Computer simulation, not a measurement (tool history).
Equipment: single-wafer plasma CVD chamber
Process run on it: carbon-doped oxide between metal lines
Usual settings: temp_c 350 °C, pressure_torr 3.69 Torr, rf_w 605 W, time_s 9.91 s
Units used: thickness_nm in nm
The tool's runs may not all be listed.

| run | hour | temp_c | pressure_torr | rf_w | time_s | read-back reference wafer on the same gauge, thickness_nm | thickness_nm |
|---|---|---|---|---|---|---|---|
| 1 | 0.0 | 350 | 3.69 | 605 | 9.91 | 48.198 | 52.018 |
| 2 | 103.8 | 350 | 3.69 | 605 | 9.91 | 48.138 | 52.192 |
| 3 | 167.1 | 350 | 3.69 | 605 | 9.91 | 48.205 | 52.294 |
| 4 | 237.3 | 350 | 3.69 | 605 | 9.91 | 48.126 | 52.603 |
| 5 | 285.7 | 350 | 3.69 | 605 | 9.91 | 48.190 | 52.236 |
| 6 | 332.8 | 350 | 3.69 | 605 | 9.91 | 48.260 | 51.991 |
| 7 | 433.8 | 350 | 3.69 | 605 | 9.91 | 48.176 | 51.878 |
| 8 | 508.6 | 350 | 3.69 | 545 | 9.91 | 48.193 | 49.276 |
| 9 | 555.3 | 350 | 3.69 | 545 | 9.91 | 48.188 | 49.088 |
|  | 646.1 | showerhead replaced |
| 10 | 653.5 | 350 | 3.69 | 605 | 9.91 | 48.111 | 51.428 |
| 11 | 742.5 | 350 | 3.69 | 605 | 8.37 | 48.307 | 43.548 |
| 12 | 789.9 | 350 | 3.69 | 605 | 11.35 | 48.189 | 59.330 |

What will run 13 give?
|  | 796.6 | gauge calibrated |
|  | 821.1 | thermocouple changed; heater temperature recalibrated |
| 13 | 887.0 | 350 | 3.69 | 535 | 8.84 | ? | ? |

read-back reference wafer on the same gauge, thickness_nm: 48.163
thickness_nm: 43.403 nm
Had the tool carried no hidden state, the very same run would have given thickness_nm 44.696 nm.
